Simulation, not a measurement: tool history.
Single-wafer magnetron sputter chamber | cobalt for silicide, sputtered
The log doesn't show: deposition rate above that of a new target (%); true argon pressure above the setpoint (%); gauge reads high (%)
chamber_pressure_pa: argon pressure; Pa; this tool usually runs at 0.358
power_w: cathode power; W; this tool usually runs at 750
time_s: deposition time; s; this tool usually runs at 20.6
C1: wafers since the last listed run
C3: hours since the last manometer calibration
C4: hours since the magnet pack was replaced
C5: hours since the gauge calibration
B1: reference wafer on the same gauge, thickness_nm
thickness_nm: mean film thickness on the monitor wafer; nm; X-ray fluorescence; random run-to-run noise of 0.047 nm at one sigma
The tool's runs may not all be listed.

Run 1, day 0.000: usual settings but chamber_pressure_pa 0.295 Pa; C1 0; wafers on the sputter target 2760; C3 1078.7; C4 10784.6; C5 113.6; B1 6.907. Result: thickness_nm 8.391 nm.
Run 2, day 0.546: usual settings but chamber_pressure_pa 0.295 Pa; C1 542; wafers on the sputter target 3303; C3 1091.8; C4 10797.7; C5 126.7; B1 6.905. Result: thickness_nm 8.416 nm.
Run 3, day 1.025: usual settings; C1 476; wafers on the sputter target 3779; C3 1103.3; C4 10809.2; C5 138.2; B1 6.887. Result: thickness_nm 8.182 nm.
At day 1.412: sputter target and shields replaced.
Run 4, day 1.433: usual settings; C1 74; wafers on the sputter target 19; C3 1113.1; C4 10819.0; C5 148.0; B1 6.917. Result: thickness_nm 8.190 nm.
Run 5, day 1.988: usual settings but power_w 600 W; C1 551; wafers on the sputter target 570; C3 1126.4; C4 10832.3; C5 161.3; B1 6.917. Result: thickness_nm 7.137 nm.
Run 6, day 2.546: usual settings; C1 555; wafers on the sputter target 1125; C3 1139.8; C4 10845.7; C5 174.7; B1 6.894. Result: thickness_nm 8.167 nm.
At day 3.171: capacitance manometer re-zeroed and calibrated.
Run 7, day 3.225: usual settings; C1 343; wafers on the sputter target 1469; C3 1.3; C4 10862.0; C5 191.0; B1 6.900. Result: thickness_nm 8.175 nm.
At day 3.938: magnet pack replaced.
Run 8, day 3.958: usual settings; C1 397; wafers on the sputter target 1867; C3 18.9; C4 0.5; C5 208.6; B1 6.891. Result: thickness_nm 8.251 nm.
At day 4.117: gauge calibrated.
Run 9, day 4.121: usual settings; C1 161; wafers on the sputter target 2028; C3 22.8; C4 4.4; C5 0.1; B1 6.899. Result: thickness_nm 8.259 nm.
Run 10, day 4.771: usual settings; C1 646; wafers on the sputter target 2675; C3 38.4; C4 20.0; C5 15.7; B1 6.878. Result: thickness_nm 8.248 nm.
At day 5.588: sputter target and shields replaced.
Run 11, day 5.608: usual settings but chamber_pressure_pa 0.228 Pa, power_w 850 W, time_s 23.1 s; C1 501; wafers on the sputter target 20; C3 58.5; C4 40.1; C5 35.8; B1 6.912. Result: thickness_nm 10.494 nm.
Run 12, day 5.992: usual settings but chamber_pressure_pa 0.407 Pa; C1 381; wafers on the sputter target 401; C3 67.7; C4 49.3; C5 45.0; B1 6.885. Result: thickness_nm 8.122 nm.
Run 13, day 6.271: usual settings but chamber_pressure_pa 0.480 Pa, power_w 650 W, time_s 21.7 s; C1 277; wafers on the sputter target 678; C3 74.4; C4 56.0; C5 51.7; B1 6.893. Result: thickness_nm 7.545 nm.
Run 14, day 6.617: usual settings but power_w 900 W, time_s 18.8 s; C1 343; wafers on the sputter target 1022; C3 82.7; C4 64.3; C5 60.0; B1 6.888. Result: thickness_nm 8.592 nm.
Run 15, day 7.300: usual settings but chamber_pressure_pa 0.498 Pa, power_w 600 W, time_s 17.7 s; C1 679; wafers on the sputter target 1702; C3 99.1; C4 80.7; C5 76.4; B1 6.905. Result: thickness_nm 5.784 nm.
Run 16, day 7.817: usual settings; C1 513; wafers on the sputter target 2216; C3 111.5; C4 93.1; C5 88.8; B1 6.899. Result: thickness_nm 8.141 nm.
Run 17, day 8.504: usual settings; C1 683; wafers on the sputter target 2899; C3 128.0; C4 109.6; C5 105.3; B1 6.904. Result: thickness_nm 8.172 nm.
Run 18, day 8.867: usual settings but time_s 17.8 s; C1 360; wafers on the sputter target 3260; C3 136.7; C4 118.3; C5 114.0; B1 6.890. Result: thickness_nm 7.104 nm.
At day 9.462: sputter target and shields replaced.
Run 19, day 9.496: usual settings but chamber_pressure_pa 0.406 Pa; C1 294; wafers on the sputter target 31; C3 151.8; C4 133.4; C5 129.1; B1 6.926. Result: thickness_nm 8.072 nm.
Run 20, day 10.125: usual settings but chamber_pressure_pa 0.456 Pa, power_w 900 W, time_s 18.8 s; C1 625; wafers on the sputter target 657; C3 166.9; C4 148.5; C5 144.2; B1 6.903. Result: thickness_nm 8.252 nm.

Below are 5 alternative next runs, each starting from the tool's condition after run 20. Predict each:
Run A, day 10.142: usual settings but power_w 650 W; C1 16; wafers on the sputter target 674; C3 167.3; C4 148.9; C5 144.6; B1 ?. Result: thickness_nm ?.
Run B, day 10.142: usual settings but chamber_pressure_pa 0.252 Pa; C1 16; wafers on the sputter target 674; C3 167.3; C4 148.9; C5 144.6; B1 ?. Result: thickness_nm ?.
Run C, day 10.142: usual settings but time_s 23.6 s; C1 16; wafers on the sputter target 674; C3 167.3; C4 148.9; C5 144.6; B1 ?. Result: thickness_nm ?.
Run D, day 10.142: usual settings but chamber_pressure_pa 0.418 Pa, power_w 600 W, time_s 17.6 s; C1 16; wafers on the sputter target 674; C3 167.3; C4 148.9; C5 144.6; B1 ?. Result: thickness_nm ?.
Run E, day 10.142: usual settings but chamber_pressure_pa 0.217 Pa, time_s 22.5 s; C1 16; wafers on the sputter target 674; C3 167.3; C4 148.9; C5 144.6; B1 ?. Result: thickness_nm ?.

run     B1  thickness_nm
  A  6.893         7.495
  B  6.893         8.534
  C  6.893         9.440
  D  6.893         5.967
  E  6.893         9.430
With no hidden state in the tool, these same runs would have given:
run  thickness_nm
  A         7.495
  B         8.534
  C         9.440
  D         5.967
  E         9.430
